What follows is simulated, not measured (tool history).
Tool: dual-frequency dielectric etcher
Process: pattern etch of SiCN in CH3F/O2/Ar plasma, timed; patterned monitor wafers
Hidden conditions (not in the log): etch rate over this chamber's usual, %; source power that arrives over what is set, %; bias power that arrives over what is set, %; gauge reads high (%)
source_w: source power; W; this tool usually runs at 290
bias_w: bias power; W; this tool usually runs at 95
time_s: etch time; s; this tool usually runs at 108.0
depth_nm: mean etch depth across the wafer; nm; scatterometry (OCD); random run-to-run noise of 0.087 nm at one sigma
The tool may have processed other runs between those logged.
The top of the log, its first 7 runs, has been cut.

| run | day | source_w | bias_w | time_s | wafers since the last listed run | hours since the last wet clean | hours since the last source power generator calibration | hours since the last bias power generator calibration | hours since the last upper electrode change | hours since the gauge calibration | read-back reference wafer on the same gauge, depth_nm | depth_nm |
|---|---|---|---|---|---|---|---|---|---|---|---|---|
| 8 | 13.525 | 290 | 95 | 108.0 | 234 | 387.3 | 1381.6 | 2400.3 | 4136.4 | 88.4 | 34.77 | 42.69 |
| 9 | 16.054 | 290 | 95 | 108.0 | 430 | 448.0 | 1442.3 | 2461.0 | 4197.1 | 149.1 | 34.80 | 42.65 |
|  | 17.258 | wet clean of the chamber |
| 10 | 17.604 | 290 | 95 | 108.0 | 93 | 8.3 | 1479.5 | 2498.2 | 4234.3 | 186.3 | 34.82 | 41.54 |
|  | 20.900 | upper electrode replaced |
| 11 | 20.921 | 290 | 95 | 108.0 | 393 | 87.9 | 1559.1 | 2577.8 | 0.5 | 265.9 | 34.83 | 41.66 |
|  | 22.300 | bias power generator calibrated |
| 12 | 22.654 | 290 | 83 | 84.0 | 266 | 129.5 | 1600.7 | 8.5 | 42.1 | 307.5 | 34.78 | 31.35 |
| 13 | 25.154 | 290 | 83 | 84.0 | 425 | 189.5 | 1660.7 | 68.5 | 102.1 | 367.5 | 34.81 | 31.51 |
| 14 | 27.788 | 290 | 83 | 84.0 | 447 | 252.7 | 1723.9 | 131.7 | 165.3 | 430.7 | 34.82 | 31.63 |
| 15 | 30.679 | 290 | 105 | 108.0 | 491 | 322.1 | 1793.3 | 201.1 | 234.7 | 500.1 | 34.82 | 43.53 |
| 16 | 33.400 | 330 | 95 | 108.0 | 462 | 387.4 | 1858.6 | 266.4 | 300.0 | 565.4 | 34.80 | 44.35 |
| 17 | 35.929 | 290 | 95 | 108.0 | 430 | 448.1 | 1919.3 | 327.1 | 360.7 | 626.1 | 34.83 | 42.69 |
|  | 36.392 | source power generator calibrated |
| 18 | 37.392 | 290 | 95 | 108.0 | 220 | 483.2 | 24.0 | 362.2 | 395.8 | 661.2 | 34.80 | 42.13 |
|  | 38.933 | wet clean of the chamber |
| 19 | 39.462 | 360 | 87 | 93.5 | 182 | 12.7 | 73.7 | 411.9 | 445.5 | 710.9 | 34.81 | 37.54 |
| 20 | 41.729 | 260 | 95 | 79.5 | 385 | 67.1 | 128.1 | 466.3 | 499.9 | 765.3 | 34.82 | 29.42 |
| 21 | 44.421 | 350 | 95 | 108.0 | 457 | 131.7 | 192.7 | 530.9 | 564.5 | 829.9 | 34.80 | 44.23 |
| 22 | 45.671 | 240 | 95 | 99.0 | 212 | 161.7 | 222.7 | 560.9 | 594.5 | 859.9 | 34.78 | 36.04 |
| 23 | 48.500 | 240 | 95 | 108.0 | 481 | 229.6 | 290.6 | 628.8 | 662.4 | 927.8 | 34.82 | 39.35 |

Run 24 is up next; what results do you expect?
|  | 48.908 | gauge calibrated |
| 24 | 50.329 | 330 | 72 | 128.5 | 311 | 273.5 | 334.5 | 672.7 | 706.3 | 34.1 | ? | ? |

Run 24 yielded read-back reference wafer on the same gauge, depth_nm 34.79, depth_nm 48.80 nm.
Minus the tool's unlogged condition, the same run would have read depth_nm 47.69 nm.
